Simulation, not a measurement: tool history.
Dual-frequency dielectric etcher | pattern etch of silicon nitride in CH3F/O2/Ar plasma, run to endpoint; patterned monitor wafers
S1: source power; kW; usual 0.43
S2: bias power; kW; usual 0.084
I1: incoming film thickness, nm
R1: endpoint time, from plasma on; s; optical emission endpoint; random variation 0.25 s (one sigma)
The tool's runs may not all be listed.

{"run": 1, "day": 0.0, "S1": 0.43, "S2": 0.084, "I1": 33.95, "R1": 51.6}
{"run": 2, "day": 2.35, "S1": 0.43, "S2": 0.084, "I1": 34.05, "R1": 51.8}
{"run": 3, "day": 4.579, "S1": 0.43, "S2": 0.084, "I1": 34.1, "R1": 52.1}
{"run": 4, "day": 8.896, "S1": 0.43, "S2": 0.084, "I1": 33.82, "R1": 51.8}
{"day": 11.288, "done": "wet clean of the chamber"}
{"run": 5, "day": 11.308, "S1": 0.43, "S2": 0.084, "I1": 34.19, "R1": 51.3}
{"run": 6, "day": 12.183, "S1": 0.43, "S2": 0.084, "I1": 34.11, "R1": 50.8}
{"run": 7, "day": 14.8, "S1": 0.43, "S2": 0.084, "I1": 34.52, "R1": 51.7}
{"run": 8, "day": 17.617, "S1": 0.43, "S2": 0.084, "I1": 33.85, "R1": 50.7}
{"day": 17.871, "done": "bias power generator calibrated"}
{"run": 9, "day": 20.183, "S1": 0.43, "S2": 0.084, "I1": 33.99, "R1": 51.4}
{"run": 10, "day": 21.692, "S1": 0.43, "S2": 0.084, "I1": 34, "R1": 51}
{"run": 11, "day": 24.217, "S1": 0.43, "S2": 0.084, "I1": 34.03, "R1": 51}
{"run": 12, "day": 25.488, "S1": 0.43, "S2": 0.079, "I1": 34.04, "R1": 53.6}
{"day": 27.138, "done": "source power generator calibrated"}
{"run": 13, "day": 28.429, "S1": 0.43, "S2": 0.079, "I1": 34.44, "R1": 53.6}
{"run": 14, "day": 29.438, "S1": 0.43, "S2": 0.084, "I1": 34.17, "R1": 51.9}
{"run": 15, "day": 31.879, "S1": 0.52, "S2": 0.065, "I1": 34.3, "R1": 56.5}
{"run": 16, "day": 32.925, "S1": 0.5, "S2": 0.094, "I1": 34.14, "R1": 48.2}
{"day": 34.9, "done": "wet clean of the chamber"}
{"run": 17, "day": 35.196, "S1": 0.36, "S2": 0.084, "I1": 34, "R1": 52.6}
{"day": 38.171, "done": "upper electrode replaced"}
{"run": 18, "day": 38.192, "S1": 0.43, "S2": 0.072, "I1": 33.96, "R1": 54.6}
{"run": 19, "day": 39.908, "S1": 0.43, "S2": 0.084, "I1": 34.22, "R1": 51.3}
{"run": 20, "day": 41.133, "S1": 0.38, "S2": 0.074, "I1": 34.13, "R1": 56.2}
{"run": 21, "day": 42.358, "S1": 0.51, "S2": 0.1, "I1": 33.78, "R1": 45.3}
{"run": 22, "day": 46.196, "S1": 0.51, "S2": 0.103, "I1": 33.99, "R1": 45.2}
{"run": 23, "day": 47.458, "S1": 0.48, "S2": 0.102, "I1": 33.99, "R1": 46}
{"run": 24, "day": 49.171, "S1": 0.49, "S2": 0.065, "I1": 34.37, "R1": 57.1}
{"run": 25, "day": 50.204, "S1": 0.43, "S2": 0.084, "I1": 34.26, "R1": 52}
{"run": 26, "day": 52.567, "S1": 0.32, "S2": 0.064, "I1": 34.03, "R1": 62.2}
{"run": 27, "day": 54.058, "S1": 0.4, "S2": 0.092, "I1": 33.72, "R1": 49.9}

Run 28 comes next. What will it give?
{"run": 28, "day": 55.129, "S1": 0.43, "S2": 0.084, "I1": 34.11, "R1": "?"}

{"run 28": {"R1": 51.8}}
Without the tool's hidden state the same run would have given R1 50.7 s.
